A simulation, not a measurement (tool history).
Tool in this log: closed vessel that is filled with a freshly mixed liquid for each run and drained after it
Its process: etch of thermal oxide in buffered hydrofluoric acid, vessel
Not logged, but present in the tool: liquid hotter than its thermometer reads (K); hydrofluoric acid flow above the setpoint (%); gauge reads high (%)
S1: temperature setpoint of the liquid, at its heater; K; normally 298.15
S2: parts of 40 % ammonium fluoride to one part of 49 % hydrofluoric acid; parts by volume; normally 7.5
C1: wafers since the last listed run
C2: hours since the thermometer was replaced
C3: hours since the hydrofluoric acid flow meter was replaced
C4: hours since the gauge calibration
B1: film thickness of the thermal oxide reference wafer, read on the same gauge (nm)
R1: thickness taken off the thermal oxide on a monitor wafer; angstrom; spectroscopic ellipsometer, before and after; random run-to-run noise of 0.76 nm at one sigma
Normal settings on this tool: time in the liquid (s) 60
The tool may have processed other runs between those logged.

Run 1, hour 0: usual settings but S1 297.15 K, time in the liquid (s) 35; C1 0; C2 2178.4; C3 872.2; C4 495.3; B1 130.05. Result: R1 665.1 angstrom.
Run 2, hour 17.3: usual settings but S1 297.15 K, time in the liquid (s) 35; C1 1128; C2 2195.7; C3 889.5; C4 512.6; B1 130.01. Result: R1 674.4 angstrom.
At hour 23.8: hydrofluoric acid flow meter replaced.
Run 3, hour 24.3: usual settings but S1 296.15 K; C1 391; C2 2202.7; C3 0.5; C4 519.6; B1 130. Result: R1 1101.1 angstrom.
Run 4, hour 33.4: usual settings but time in the liquid (s) 40; C1 593; C2 2211.8; C3 9.6; C4 528.7; B1 130.02. Result: R1 807.7 angstrom.
Run 5, hour 81.1: usual settings; C1 3112; C2 2259.5; C3 57.3; C4 576.4; B1 129.99. Result: R1 1215.2 angstrom.
Run 6, hour 94.7: usual settings; C1 887; C2 2273.1; C3 70.9; C4 590; B1 130.05. Result: R1 1232 angstrom.
Run 7, hour 104.2: usual settings; C1 619; C2 2282.6; C3 80.4; C4 599.5; B1 130.03. Result: R1 1228 angstrom.
Run 8, hour 120.5: usual settings; C1 1063; C2 2298.9; C3 96.7; C4 615.8; B1 130.01. Result: R1 1225.4 angstrom.
Run 9, hour 136.9: usual settings; C1 1069; C2 2315.3; C3 113.1; C4 632.2; B1 130. Result: R1 1223.6 angstrom.
Run 10, hour 152.9: usual settings but S2 9 parts by volume; C1 1043; C2 2331.3; C3 129.1; C4 648.2; B1 130.06. Result: R1 1013.4 angstrom.
Run 11, hour 159.8: usual settings but S1 300.65 K, S2 9.5 parts by volume; C1 450; C2 2338.2; C3 136; C4 655.1; B1 129.99. Result: R1 1108.3 angstrom.
Run 12, hour 172: usual settings but time in the liquid (s) 85; C1 795; C2 2350.4; C3 148.2; C4 667.3; B1 129.95. Result: R1 1748.6 angstrom.
At hour 174.4: gauge calibrated.
Run 13, hour 189.1: usual settings but time in the liquid (s) 35; C1 1115; C2 2367.5; C3 165.3; C4 14.7; B1 129.95. Result: R1 714.8 angstrom.
Run 14, hour 196.9: usual settings but S1 300.65 K, S2 9.5 parts by volume; C1 508; C2 2375.3; C3 173.1; C4 22.5; B1 130.02. Result: R1 1109.5 angstrom.
Run 15, hour 213.4: usual settings but S1 302.65 K, time in the liquid (s) 85; C1 1076; C2 2391.8; C3 189.6; C4 39; B1 130. Result: R1 2212.7 angstrom.
Run 16, hour 229.5: usual settings but S1 293.65 K, S2 8.5 parts by volume, time in the liquid (s) 80; C1 1050; C2 2407.9; C3 205.7; C4 55.1; B1 130.02. Result: R1 1121.1 angstrom.
Run 17, hour 240.4: usual settings but S1 295.65 K, S2 5.5 parts by volume; C1 711; C2 2418.8; C3 216.6; C4 66; B1 130. Result: R1 1439.8 angstrom.
Run 18, hour 248.8: usual settings but S1 297.15 K, time in the liquid (s) 35; C1 548; C2 2427.2; C3 225; C4 74.4; B1 130. Result: R1 680.9 angstrom.
Run 19, hour 266.2: usual settings; C1 1135; C2 2444.6; C3 242.4; C4 91.8; B1 129.97. Result: R1 1218.9 angstrom.
Run 20, hour 276.9: usual settings but S1 301.65 K, S2 6 parts by volume, time in the liquid (s) 95; C1 698; C2 2455.3; C3 253.1; C4 102.5; B1 129.97. Result: R1 2900.3 angstrom.
At hour 286.9: thermometer replaced.
Run 21, hour 288.5: usual settings but S1 302.65 K, S2 9.5 parts by volume, time in the liquid (s) 40; C1 691; C2 1.6; C3 264.7; C4 114.1; B1 130. Result: R1 745.2 angstrom.
Run 22, hour 302.8: usual settings but S1 301.65 K, S2 10.5 parts by volume, time in the liquid (s) 30; C1 932; C2 15.9; C3 279; C4 128.4; B1 129.97. Result: R1 484.1 angstrom.
Run 23, hour 314: usual settings but S1 301.65 K, S2 5 parts by volume, time in the liquid (s) 80; C1 730; C2 27.1; C3 290.2; C4 139.6; B1 130. Result: R1 2590.9 angstrom.
Run 24, hour 320.2: usual settings but S1 300.15 K, S2 9 parts by volume, time in the liquid (s) 50; C1 404; C2 33.3; C3 296.4; C4 145.8; B1 129.95. Result: R1 845 angstrom.
Run 25, hour 331.7: usual settings but S2 9.5 parts by volume; C1 750; C2 44.8; C3 307.9; C4 157.3; B1 130.02. Result: R1 884 angstrom.
Run 26, hour 338.2: usual settings but S2 10 parts by volume; C1 424; C2 51.3; C3 314.4; C4 163.8; B1 130. Result: R1 845 angstrom.
Run 27, hour 356: usual settings but S1 303.15 K; C1 1161; C2 69.1; C3 332.2; C4 181.6; B1 130.01. Result: R1 1443.3 angstrom.
Run 28, hour 369.1: usual settings; C1 854; C2 82.2; C3 345.3; C4 194.7; B1 130.01. Result: R1 1118 angstrom.
Run 29, hour 377.5: usual settings but S1 302.65 K, S2 10 parts by volume; C1 548; C2 90.6; C3 353.7; C4 203.1; B1 130. Result: R1 1084.1 angstrom.
Run 30, hour 413.5: usual settings but S2 5 parts by volume, time in the liquid (s) 85; C1 2348; C2 126.6; C3 389.7; C4 239.1; B1 129.96. Result: R1 2261.9 angstrom.
Run 31, hour 425.3: usual settings; C1 769; C2 138.4; C3 401.5; C4 250.9; B1 129.97. Result: R1 1095.5 angstrom.
Run 32, hour 431.6: usual settings; C1 411; C2 144.7; C3 407.8; C4 257.2; B1 129.97. Result: R1 1101.7 angstrom.

5 options for the next run, each taken on its own from the tool as it stands now. Forecast them:
Run A, hour 432.3: usual settings but S1 295.15 K; C1 45; C2 145.4; C3 408.5; C4 257.9; B1 ?. Result: R1 ?.
Run B, hour 432.3: usual settings but S1 296.15 K, S2 6.5 parts by volume, time in the liquid (s) 30; C1 45; C2 145.4; C3 408.5; C4 257.9; B1 ?. Result: R1 ?.
Run C, hour 432.3: usual settings but S1 296.65 K; C1 45; C2 145.4; C3 408.5; C4 257.9; B1 ?. Result: R1 ?.
Run D, hour 432.3: usual settings but S1 300.15 K, time in the liquid (s) 30; C1 45; C2 145.4; C3 408.5; C4 257.9; B1 ?. Result: R1 ?.
Run E, hour 432.3: usual settings but S1 295.65 K, S2 9 parts by volume, time in the liquid (s) 30; C1 45; C2 145.4; C3 408.5; C4 257.9; B1 ?. Result: R1 ?.

run      B1      R1
  A  129.94     933
  B  129.94   566.1
  C  129.94  1012.8
  D  129.94   611.4
  E  129.94   393.5
With the hidden condition removed and each run's random variation left untouched, the same runs would have given:
run     R1
  A  904.2
  B  548.8
  C  981.8
  D  593.1
  E  381.4
